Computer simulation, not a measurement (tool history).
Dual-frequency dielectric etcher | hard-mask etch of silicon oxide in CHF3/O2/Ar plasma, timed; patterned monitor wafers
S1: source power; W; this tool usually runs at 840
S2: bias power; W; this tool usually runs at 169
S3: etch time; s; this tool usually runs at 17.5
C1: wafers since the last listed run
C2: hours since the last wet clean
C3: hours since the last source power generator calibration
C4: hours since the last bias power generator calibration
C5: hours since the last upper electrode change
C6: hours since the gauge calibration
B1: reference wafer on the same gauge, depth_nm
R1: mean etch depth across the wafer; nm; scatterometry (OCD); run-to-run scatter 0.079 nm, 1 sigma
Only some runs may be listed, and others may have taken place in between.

run    hour   S1   S2    S3    C1     C2      C3      C4      C5      C6     B1     R1
  1     0.0  840  169  17.5     0   93.8  2277.4  3178.8  4729.4  1720.2  38.39  39.62
  2    70.3  840  169  17.5  1096  164.1  2347.7  3249.1  4799.7  1790.5  38.40  39.68
  3   143.7  840  169  17.5  1144  237.5  2421.1  3322.5  4873.1  1863.9  38.41  39.53
  4   197.1  840  144  17.5   832  290.9  2474.5  3375.9  4926.5  1917.3  38.39  37.42
  5   278.2  840  144  17.5  1264  372.0  2555.6  3457.0  5007.6  1998.4  38.40  37.53
  6   322.1  840  144  17.5   684  415.9  2599.5  3500.9  5051.5  2042.3  38.40  37.41
  7   392.9  840  169  17.5  1104  486.7  2670.3  3571.7  5122.3  2113.1  38.41  39.96
  8   430.9  840  169  17.5   592  524.7  2708.3  3609.7  5160.3  2151.1  38.41  39.87
  9   510.0  840  169  17.5  1233  603.8  2787.4  3688.8  5239.4  2230.2  38.40  40.07
      581.4  -- wet clean of the chamber
 10   590.0  840  169  17.5   873    8.6  2867.4  3768.8  5319.4  2310.2  38.39  39.48
 11   692.9  790  169  17.5  1604  111.5  2970.3  3871.7  5422.3  2413.1  38.39  38.86
 12   845.9  840  169  17.5  2385  264.5  3123.3  4024.7  5575.3  2566.1  38.39  39.77
      896.8  -- gauge calibrated
 13   920.7  840  169  17.5  1166  339.3  3198.1  4099.5  5650.1    23.9  38.41  39.82
 14   960.2  840  169  17.5   615  378.8  3237.6  4139.0  5689.6    63.4  38.40  39.86
     1019.7  -- source power generator calibrated
 15  1045.4  840  144  17.5  1266  464.0    25.7  4224.2  5774.8   148.6  38.41  37.52
 16  1099.5  980  154  20.0   843  518.1    79.8  4278.3  5828.9   202.7  38.40  46.31
 17  1196.3  840  195  21.5  1509  614.9   176.6  4375.1  5925.7   299.5  38.39  51.90
     1259.5  -- wet clean of the chamber
     1260.0  -- upper electrode replaced
 18  1260.5  840  169  19.0   619    1.0   240.8  4439.3     0.5   363.7  38.42  42.75
 19  1334.6  760  169  19.0  1155   75.1   314.9  4513.4    74.6   437.8  38.39  41.70

Run 20 is up next; what results do you expect?
     1383.0  -- bias power generator calibrated
 20  1405.7  980  169  17.5  1046  146.2  386.0  22.7  145.7  508.9   ?   ?

{"run 20": {"B1": 38.4, "R1": 40.62}}
The same run, on a tool lacking any hidden state, would have yielded R1 40.49 nm.
